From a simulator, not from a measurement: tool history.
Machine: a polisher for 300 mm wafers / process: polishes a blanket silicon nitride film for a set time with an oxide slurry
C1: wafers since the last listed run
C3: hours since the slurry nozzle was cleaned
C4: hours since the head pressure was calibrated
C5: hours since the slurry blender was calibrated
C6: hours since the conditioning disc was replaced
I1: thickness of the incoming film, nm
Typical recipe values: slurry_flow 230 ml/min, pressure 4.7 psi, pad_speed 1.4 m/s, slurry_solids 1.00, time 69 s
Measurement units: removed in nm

Run 1, hour 0.0: usual settings; C1 0; wafers polished on this pad 178; C3 405.6; C4 1350.9; C5 221.7; C6 2.1; I1 453.1. Result: removed 82.8 nm.
Run 2, hour 11.3: usual settings but time 75 s; C1 91; wafers polished on this pad 269; C3 416.9; C4 1362.2; C5 233.0; C6 13.4; I1 449.5. Result: removed 88.7 nm.
Run 3, hour 23.1: usual settings; C1 95; wafers polished on this pad 364; C3 428.7; C4 1374.0; C5 244.8; C6 25.2; I1 453.9. Result: removed 77.6 nm.
Run 4, hour 30.8: usual settings but slurry_solids 1.05; C1 62; wafers polished on this pad 426; C3 436.4; C4 1381.7; C5 252.5; C6 32.9; I1 454.8. Result: removed 78.5 nm.
Run 5, hour 39.0: usual settings but slurry_solids 1.05; C1 66; wafers polished on this pad 492; C3 444.6; C4 1389.9; C5 260.7; C6 41.1; I1 462.6. Result: removed 78.5 nm.
At hour 47.7: worn pad replaced by a new one.
Run 6, hour 49.0: usual settings but slurry_solids 1.15; C1 48; wafers polished on this pad 10; C3 454.6; C4 1399.9; C5 270.7; C6 51.1; I1 468.2. Result: removed 88.4 nm.
Run 7, hour 58.6: usual settings but slurry_solids 1.15; C1 77; wafers polished on this pad 87; C3 464.2; C4 1409.5; C5 280.3; C6 60.7; I1 464.3. Result: removed 86.8 nm.
Run 8, hour 68.2: usual settings but slurry_solids 1.15; C1 77; wafers polished on this pad 165; C3 473.8; C4 1419.1; C5 289.9; C6 70.3; I1 459.5. Result: removed 87.1 nm.
At hour 76.9: head pressure recalibrated.
Run 9, hour 84.8: usual settings but pressure 5.9 psi; C1 117; wafers polished on this pad 283; C3 490.4; C4 7.9; C5 306.5; C6 86.9; I1 452.1. Result: removed 95.6 nm.

Run 10, settings as shown, results not yet in. Your forecast:
At hour 99.0: slurry blender recalibrated.
Run 10, hour 99.7: usual settings but time 84 s; C1 104; wafers polished on this pad 387; C3 505.3; C4 22.8; C5 0.7; C6 101.8; I1 452.9. Result: removed ?.

Run 10 measured removed 101.2 nm.
With the hidden condition absent and the run-to-run variation left alone, this run would have shown removed 109.2 nm.
